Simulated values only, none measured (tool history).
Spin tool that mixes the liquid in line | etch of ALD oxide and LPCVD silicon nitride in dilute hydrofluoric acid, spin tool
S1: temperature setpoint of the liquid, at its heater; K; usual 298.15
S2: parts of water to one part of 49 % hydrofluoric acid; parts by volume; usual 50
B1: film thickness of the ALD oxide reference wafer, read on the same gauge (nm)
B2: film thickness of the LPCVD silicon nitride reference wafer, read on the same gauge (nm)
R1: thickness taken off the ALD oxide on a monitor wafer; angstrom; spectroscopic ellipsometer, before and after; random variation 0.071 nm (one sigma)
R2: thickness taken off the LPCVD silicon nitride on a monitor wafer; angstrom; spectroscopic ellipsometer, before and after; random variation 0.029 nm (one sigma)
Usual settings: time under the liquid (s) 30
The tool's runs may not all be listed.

Run 1, day 0: usual settings but S2 55 parts by volume, time under the liquid (s) 40; B1 109.97; B2 149.939. Result: R1 105.8 angstrom, R2 3.24 angstrom.
Run 2, day 0.725: usual settings but S2 55 parts by volume, time under the liquid (s) 40; B1 109.99; B2 149.967. Result: R1 105 angstrom, R2 4.06 angstrom.
Run 3, day 1.379: usual settings but S1 300.15 K, time under the liquid (s) 15; B1 110.01; B2 149.994. Result: R1 47.9 angstrom, R2 2.03 angstrom.
Run 4, day 1.658: usual settings but S1 300.15 K, time under the liquid (s) 15; B1 110.01; B2 150.015. Result: R1 47.8 angstrom, R2 2.25 angstrom.
Run 5, day 2.375: usual settings; B1 109.99; B2 149.962. Result: R1 90.1 angstrom, R2 3.36 angstrom.
Run 6, day 2.717: usual settings; B1 109.98; B2 149.975. Result: R1 89 angstrom, R2 3.8 angstrom.
Run 7, day 3.058: usual settings; B1 109.99; B2 149.971. Result: R1 88.5 angstrom, R2 2.69 angstrom.
Run 8, day 3.454: usual settings; B1 110.03; B2 150.011. Result: R1 89.3 angstrom, R2 3.56 angstrom.
Run 9, day 3.717: usual settings; B1 110; B2 150.016. Result: R1 88.9 angstrom, R2 3.87 angstrom.
Run 10, day 4.067: usual settings but S1 293.65 K, S2 75 parts by volume, time under the liquid (s) 15; B1 110.01; B2 150.016. Result: R1 24.5 angstrom, R2 0.87 angstrom.
At day 4.558: thermometer replaced.
Run 11, day 4.821: usual settings but S1 301.65 K, S2 75 parts by volume; B1 110.01; B2 149.978. Result: R1 60.4 angstrom, R2 2.88 angstrom.
Run 12, day 5.233: usual settings but S2 35 parts by volume, time under the liquid (s) 15; B1 110.02; B2 150.041. Result: R1 60.3 angstrom, R2 2.4 angstrom.
Run 13, day 5.842: usual settings; B1 109.99; B2 150. Result: R1 81.7 angstrom, R2 3.75 angstrom.

The next listed run, before its measurement:
Run 14, day 6.496: usual settings; B1 ?; B2 ?. Result: R1 ?, R2 ?.

{"run 14": {"B1": 110.02, "B2": 149.985, "R1": 83.2, "R2": 2.85}}
Without the tool's hidden state the same run would have given R1 82.5 angstrom, R2 2.81 angstrom.
